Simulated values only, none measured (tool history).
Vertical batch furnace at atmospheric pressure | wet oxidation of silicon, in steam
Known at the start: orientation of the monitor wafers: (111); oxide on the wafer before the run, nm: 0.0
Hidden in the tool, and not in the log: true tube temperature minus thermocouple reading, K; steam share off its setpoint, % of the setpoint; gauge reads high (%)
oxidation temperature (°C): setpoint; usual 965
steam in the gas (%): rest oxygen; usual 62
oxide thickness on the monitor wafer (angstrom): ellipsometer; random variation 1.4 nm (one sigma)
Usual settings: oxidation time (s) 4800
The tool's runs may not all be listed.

run	day	oxidation temperature (°C)	oxidation time (s)	steam in the gas (%)	wafers since the last listed run	hours since the last temperature calibration	hours since the steam generator was serviced	hours since the gauge calibration	read-back reference wafer on the same gauge, thickness	oxide thickness on the monitor wafer (angstrom)
1	0	965	4800	62	0	2076.4	1052.9	529.4	350.81	3880.3
2	1.158	965	4800	62	444	2104.2	1080.7	557.2	351.05	3870.7
3	2.525	965	4800	62	524	2137	1113.5	590	350.86	3890.1
4	3.779	965	4800	62	481	2167.1	1143.6	620.1	350.98	3874.5
5	4.471	965	4800	62	265	2183.7	1160.2	636.7	350.68	3900.8
6	5.279	965	4800	62	310	2203.1	1179.6	656.1	351.07	3874
7	6.767	965	4800	62	570	2238.8	1215.3	691.8	351.2	3871.7
8	7.388	965	4800	62	238	2253.7	1230.2	706.7	351.22	3890.3
9	8.675	965	4800	62	494	2284.6	1261.1	737.6	350.89	3886.6
10	10.121	965	4230	62	554	2319.3	1295.8	772.3	350.65	3575.3
11	11.45	965	4230	62	510	2351.2	1327.7	804.2	351.14	3561.2
12	12.621	965	4230	62	449	2379.3	1355.8	832.3	351.23	3539
13	14.05	965	4800	62	548	2413.6	1390.1	866.6	350.83	3892
# day 15.271: thermocouples replaced and temperature profile calibrated
14	15.292	965	4800	62	92	0.5	1419.9	896.4	350.96	3723.1
15	16.208	965	4800	62	351	22.5	1441.9	918.4	351.15	3747.4
16	17.471	974	6060	62	484	52.8	1472.2	948.7	350.66	4624.8
17	18.775	974	6060	62	500	84.1	1503.5	980	350.95	4643
# day 19.392: gauge calibrated
# day 20.65: steam generator serviced
18	20.671	965	4800	62	343	129.6	0.5	30.7	351.15	3903.5
19	21.092	952	4800	62	161	139.7	10.6	40.8	351.01	3530
20	21.95	942	6750	65	329	160.3	31.2	61.4	351.09	4283.6
21	23.083	965	4800	62	435	187.5	58.4	88.6	350.81	3876.7
22	23.888	983	5970	53	308	206.8	77.7	107.9	351.08	4550.5
23	25.2	980	3840	51	503	238.3	109.2	139.4	351.02	3236.6
24	26.096	965	4800	50	343	259.8	130.7	160.9	350.95	3331.5
25	27.062	946	5640	53	371	283	153.9	184.1	350.94	3356.2
26	27.596	965	4230	62	204	295.8	166.7	196.9	351.03	3549.2
27	28.388	941	2940	62	303	314.8	185.7	215.9	350.99	2211.3
28	29.542	975	4800	62	443	342.5	213.4	243.6	351.26	4149
29	30.683	965	4800	62	438	369.9	240.8	271	351	3850.3
30	31.838	965	4800	62	443	397.6	268.5	298.7	351.02	3847.2
31	32.725	976	6240	53	340	418.9	289.8	320	351.07	4463.6
32	33.492	974	6210	62	294	437.3	308.2	338.4	350.9	4846.6
33	34.642	957	4800	62	441	464.9	335.8	366	350.91	3641.4
34	35.783	965	4800	62	438	492.3	363.2	393.4	350.57	3850.3
35	36.975	948	5550	62	457	520.9	391.8	422	350.8	3754.8
36	38.167	948	5550	62	457	549.5	420.4	450.6	350.98	3750.5
37	38.671	965	4800	72	193	561.6	432.5	462.7	350.83	4245.1
38	39.225	977	6990	70	212	574.9	445.8	476	351.07	5757.4
39	40.4	965	4800	62	451	603.1	474	504.2	350.74	3825

Hidden state or all else? Some run-to-run changes of oxide thickness on the monitor wafer (angstrom), split into what the settings, what came in and random variation would give without the hidden state, and what is left for the hidden state (with any gauge scatter that isn't in both results):
Run 13 -> 14: thermocouples replaced and temperature profile calibrated. oxide thickness on the monitor wafer (angstrom) -168.9: hidden state -151.5, all else -17.4.
Run 17 -> 18: oxidation temperature (°C) 974 -> 965, oxidation time (s) 6060 -> 4800, gauge calibrated, steam generator serviced. oxide thickness on the monitor wafer (angstrom) -739.5: hidden state +160.8, all else -900.3.
Run 27 -> 28: oxidation temperature (°C) 941 -> 975, oxidation time (s) 2940 -> 4800. oxide thickness on the monitor wafer (angstrom) +1937.7: hidden state -17.1, all else +1954.8.
Run 37 -> 38: oxidation temperature (°C) 965 -> 977, oxidation time (s) 4800 -> 6990, steam in the gas (%) 72 -> 70. oxide thickness on the monitor wafer (angstrom) +1512.3: hidden state -22.4, all else +1534.7.
Run 38 -> 39: oxidation temperature (°C) 977 -> 965, oxidation time (s) 6990 -> 4800, steam in the gas (%) 70 -> 62. oxide thickness on the monitor wafer (angstrom) -1932.4: hidden state +26, all else -1958.4.
